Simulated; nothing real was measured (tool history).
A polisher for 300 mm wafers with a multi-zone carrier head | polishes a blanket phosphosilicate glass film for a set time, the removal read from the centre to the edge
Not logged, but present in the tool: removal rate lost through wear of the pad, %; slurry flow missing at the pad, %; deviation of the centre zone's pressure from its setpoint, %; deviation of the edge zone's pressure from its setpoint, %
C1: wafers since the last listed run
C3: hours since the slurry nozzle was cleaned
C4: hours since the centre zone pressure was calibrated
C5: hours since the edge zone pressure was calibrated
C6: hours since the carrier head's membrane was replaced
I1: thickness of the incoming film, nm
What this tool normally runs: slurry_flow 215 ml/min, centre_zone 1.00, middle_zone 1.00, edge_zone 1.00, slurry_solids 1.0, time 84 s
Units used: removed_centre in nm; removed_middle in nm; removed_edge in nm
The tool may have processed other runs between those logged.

{"run": 1, "hour": 0.0, "slurry_flow": 215, "centre_zone": 0.92, "middle_zone": 0.88, "edge_zone": 1.0, "slurry_solids": 1.0, "time": 84, "C1": 0, "wafers polished on this pad": 992, "C3": 466.5, "C4": 303.0, "C5": 223.1, "C6": 227.9, "I1": 2322.0, "removed_centre": 582.9, "removed_middle": 549.3, "removed_edge": 599.8}
{"run": 2, "hour": 64.7, "slurry_flow": 215, "centre_zone": 1.0, "middle_zone": 1.0, "edge_zone": 1.03, "slurry_solids": 1.1, "time": 84, "C1": 728, "wafers polished on this pad": 1721, "C3": 531.2, "C4": 367.7, "C5": 287.8, "C6": 292.6, "I1": 2277.0, "removed_centre": 677.3, "removed_middle": 639.6, "removed_edge": 654.1}
{"run": 3, "hour": 122.8, "slurry_flow": 215, "centre_zone": 0.89, "middle_zone": 1.0, "edge_zone": 0.92, "slurry_solids": 1.0, "time": 84, "C1": 654, "wafers polished on this pad": 2375, "C3": 589.3, "C4": 425.8, "C5": 345.9, "C6": 350.7, "I1": 2348.9, "removed_centre": 572.6, "removed_middle": 630.7, "removed_edge": 595.4}
{"run": 4, "hour": 175.9, "slurry_flow": 215, "centre_zone": 1.0, "middle_zone": 1.0, "edge_zone": 1.0, "slurry_solids": 1.0, "time": 84, "C1": 598, "wafers polished on this pad": 2973, "C3": 642.4, "C4": 478.9, "C5": 399.0, "C6": 403.8, "I1": 2299.7, "removed_centre": 647.9, "removed_middle": 612.0, "removed_edge": 621.9}
{"hour": 209.8, "done": "slurry nozzle cleaned"}
{"run": 5, "hour": 274.2, "slurry_flow": 215, "centre_zone": 1.0, "middle_zone": 1.0, "edge_zone": 1.0, "slurry_solids": 1.0, "time": 84, "C1": 1096, "wafers polished on this pad": 4069, "C3": 64.4, "C4": 577.2, "C5": 497.3, "C6": 502.1, "I1": 2312.4, "removed_centre": 655.7, "removed_middle": 610.6, "removed_edge": 615.0}
{"run": 6, "hour": 314.0, "slurry_flow": 280, "centre_zone": 1.05, "middle_zone": 1.0, "edge_zone": 1.0, "slurry_solids": 1.0, "time": 84, "C1": 448, "wafers polished on this pad": 4518, "C3": 104.2, "C4": 617.0, "C5": 537.1, "C6": 541.9, "I1": 2261.5, "removed_centre": 701.1, "removed_middle": 643.1, "removed_edge": 638.0}
{"run": 7, "hour": 363.3, "slurry_flow": 215, "centre_zone": 1.0, "middle_zone": 1.0, "edge_zone": 1.0, "slurry_solids": 1.0, "time": 97, "C1": 555, "wafers polished on this pad": 5073, "C3": 153.5, "C4": 666.3, "C5": 586.4, "C6": 591.2, "I1": 2319.3, "removed_centre": 762.7, "removed_middle": 716.7, "removed_edge": 723.8}
{"hour": 395.6, "done": "edge zone pressure recalibrated"}
{"hour": 484.6, "done": "centre zone pressure recalibrated"}
{"run": 8, "hour": 552.7, "slurry_flow": 215, "centre_zone": 1.09, "middle_zone": 1.0, "edge_zone": 1.0, "slurry_solids": 1.0, "time": 84, "C1": 2088, "wafers polished on this pad": 7162, "C3": 342.9, "C4": 68.1, "C5": 157.1, "C6": 780.6, "I1": 2306.5, "removed_centre": 697.2, "removed_middle": 616.7, "removed_edge": 610.4}
{"hour": 570.8, "done": "worn pad replaced by a new one"}
{"run": 9, "hour": 622.2, "slurry_flow": 215, "centre_zone": 1.0, "middle_zone": 1.0, "edge_zone": 1.0, "slurry_solids": 1.0, "time": 110, "C1": 737, "wafers polished on this pad": 578, "C3": 412.4, "C4": 137.6, "C5": 226.6, "C6": 850.1, "I1": 2304.3, "removed_centre": 848.1, "removed_middle": 796.3, "removed_edge": 840.2}
{"run": 10, "hour": 724.9, "slurry_flow": 215, "centre_zone": 1.1, "middle_zone": 1.0, "edge_zone": 1.0, "slurry_solids": 1.0, "time": 72, "C1": 1156, "wafers polished on this pad": 1735, "C3": 515.1, "C4": 240.3, "C5": 329.3, "C6": 952.8, "I1": 2300.4, "removed_centre": 611.9, "removed_middle": 536.2, "removed_edge": 522.2}
{"run": 11, "hour": 806.2, "slurry_flow": 215, "centre_zone": 1.0, "middle_zone": 1.0, "edge_zone": 1.0, "slurry_solids": 0.9, "time": 84, "C1": 915, "wafers polished on this pad": 2651, "C3": 596.4, "C4": 321.6, "C5": 410.6, "C6": 1034.1, "I1": 2281.5, "removed_centre": 619.5, "removed_middle": 593.1, "removed_edge": 588.1}
{"run": 12, "hour": 852.7, "slurry_flow": 180, "centre_zone": 1.0, "middle_zone": 0.88, "edge_zone": 1.0, "slurry_solids": 1.0, "time": 84, "C1": 523, "wafers polished on this pad": 3175, "C3": 642.9, "C4": 368.1, "C5": 457.1, "C6": 1080.6, "I1": 2332.7, "removed_centre": 632.4, "removed_middle": 542.8, "removed_edge": 617.4}
{"hour": 929.2, "done": "slurry nozzle cleaned"}
{"hour": 930.6, "done": "edge zone pressure recalibrated"}
{"run": 13, "hour": 936.1, "slurry_flow": 215, "centre_zone": 1.04, "middle_zone": 0.91, "edge_zone": 1.05, "slurry_solids": 1.0, "time": 84, "C1": 912, "wafers polished on this pad": 4088, "C3": 6.9, "C4": 451.5, "C5": 5.5, "C6": 1164.0, "I1": 2331.3, "removed_centre": 671.8, "removed_middle": 576.1, "removed_edge": 635.1}
{"run": 14, "hour": 985.7, "slurry_flow": 215, "centre_zone": 1.0, "middle_zone": 1.11, "edge_zone": 1.12, "slurry_solids": 1.0, "time": 84, "C1": 558, "wafers polished on this pad": 4646, "C3": 56.5, "C4": 501.1, "C5": 55.1, "C6": 1213.6, "I1": 2310.0, "removed_centre": 658.6, "removed_middle": 680.0, "removed_edge": 658.3}
{"hour": 1022.1, "done": "carrier head's membrane replaced by a new one"}
{"run": 15, "hour": 1054.9, "slurry_flow": 155, "centre_zone": 1.0, "middle_zone": 1.0, "edge_zone": 1.11, "slurry_solids": 1.2, "time": 72, "C1": 723, "wafers polished on this pad": 5370, "C3": 125.7, "C4": 570.3, "C5": 124.3, "C6": 32.8, "I1": 2336.1, "removed_centre": 575.0, "removed_middle": 540.5, "removed_edge": 572.9}
{"run": 16, "hour": 1108.9, "slurry_flow": 215, "centre_zone": 1.0, "middle_zone": 0.9, "edge_zone": 1.0, "slurry_solids": 1.0, "time": 72, "C1": 608, "wafers polished on this pad": 5978, "C3": 179.7, "C4": 624.3, "C5": 178.3, "C6": 86.8, "I1": 2299.4, "removed_centre": 574.8, "removed_middle": 488.8, "removed_edge": 526.9}
{"hour": 1116.2, "done": "worn pad replaced by a new one"}
{"run": 17, "hour": 1175.3, "slurry_flow": 215, "centre_zone": 1.0, "middle_zone": 1.0, "edge_zone": 1.0, "slurry_solids": 1.0, "time": 84, "C1": 702, "wafers polished on this pad": 665, "C3": 246.1, "C4": 690.7, "C5": 244.7, "C6": 153.2, "I1": 2345.5, "removed_centre": 671.4, "removed_middle": 620.6, "removed_edge": 626.1}
{"run": 18, "hour": 1254.8, "slurry_flow": 160, "centre_zone": 1.1, "middle_zone": 1.0, "edge_zone": 1.0, "slurry_solids": 1.0, "time": 99, "C1": 895, "wafers polished on this pad": 1561, "C3": 325.6, "C4": 770.2, "C5": 324.2, "C6": 232.7, "I1": 2325.6, "removed_centre": 811.2, "removed_middle": 689.7, "removed_edge": 725.4}
{"run": 19, "hour": 1345.8, "slurry_flow": 215, "centre_zone": 1.0, "middle_zone": 1.0, "edge_zone": 1.0, "slurry_solids": 1.0, "time": 109, "C1": 1025, "wafers polished on this pad": 2586, "C3": 416.6, "C4": 861.2, "C5": 415.2, "C6": 323.7, "I1": 2339.7, "removed_centre": 874.8, "removed_middle": 802.2, "removed_edge": 811.3}
{"run": 20, "hour": 1392.0, "slurry_flow": 215, "centre_zone": 0.95, "middle_zone": 1.0, "edge_zone": 1.0, "slurry_solids": 1.0, "time": 84, "C1": 520, "wafers polished on this pad": 3106, "C3": 462.8, "C4": 907.4, "C5": 461.4, "C6": 369.9, "I1": 2312.8, "removed_centre": 642.9, "removed_middle": 620.4, "removed_edge": 627.3}
{"run": 21, "hour": 1443.1, "slurry_flow": 215, "centre_zone": 0.92, "middle_zone": 1.0, "edge_zone": 1.0, "slurry_solids": 1.0, "time": 84, "C1": 575, "wafers polished on this pad": 3682, "C3": 513.9, "C4": 958.5, "C5": 512.5, "C6": 421.0, "I1": 2274.2, "removed_centre": 624.8, "removed_middle": 622.4, "removed_edge": 639.6}
{"hour": 1457.0, "done": "centre zone pressure recalibrated"}
{"run": 22, "hour": 1480.9, "slurry_flow": 180, "centre_zone": 1.0, "middle_zone": 0.92, "edge_zone": 1.0, "slurry_solids": 1.0, "time": 107, "C1": 403, "wafers polished on this pad": 4085, "C3": 551.7, "C4": 23.9, "C5": 550.3, "C6": 458.8, "I1": 2358.1, "removed_centre": 763.2, "removed_middle": 715.1, "removed_edge": 785.0}

Below are 3 alternative next runs, each starting from the tool's condition after run 22. Predict each:
{"run": "A", "hour": 1481.4, "slurry_flow": 215, "centre_zone": 1.0, "middle_zone": 1.0, "edge_zone": 1.0, "slurry_solids": 1.0, "time": 84, "C1": 5, "wafers polished on this pad": 4091, "C3": 552.2, "C4": 24.4, "C5": 550.8, "C6": 459.3, "I1": 2275.0, "removed_centre": "?", "removed_middle": "?", "removed_edge": "?"}
{"run": "B", "hour": 1481.4, "slurry_flow": 215, "centre_zone": 1.0, "middle_zone": 0.94, "edge_zone": 1.0, "slurry_solids": 1.0, "time": 84, "C1": 5, "wafers polished on this pad": 4091, "C3": 552.2, "C4": 24.4, "C5": 550.8, "C6": 459.3, "I1": 2275.0, "removed_centre": "?", "removed_middle": "?", "removed_edge": "?"}
{"run": "C", "hour": 1481.4, "slurry_flow": 215, "centre_zone": 0.93, "middle_zone": 1.0, "edge_zone": 0.95, "slurry_solids": 1.0, "time": 93, "C1": 5, "wafers polished on this pad": 4091, "C3": 552.2, "C4": 24.4, "C5": 550.8, "C6": 459.3, "I1": 2275.0, "removed_centre": "?", "removed_middle": "?", "removed_edge": "?"}

run=A removed_centre=630.2 removed_middle=620.5 removed_edge=626.2
run=B removed_centre=630.0 removed_middle=589.0 removed_edge=626.7
run=C removed_centre=648.5 removed_middle=687.2 removed_edge=676.5
Stripped of hidden state, with their random variation kept, the same runs would have yielded:
run=A removed_centre=637.8 removed_middle=620.4 removed_edge=626.2
run=B removed_centre=637.5 removed_middle=589.0 removed_edge=626.7
run=C removed_centre=656.3 removed_middle=687.2 removed_edge=676.5

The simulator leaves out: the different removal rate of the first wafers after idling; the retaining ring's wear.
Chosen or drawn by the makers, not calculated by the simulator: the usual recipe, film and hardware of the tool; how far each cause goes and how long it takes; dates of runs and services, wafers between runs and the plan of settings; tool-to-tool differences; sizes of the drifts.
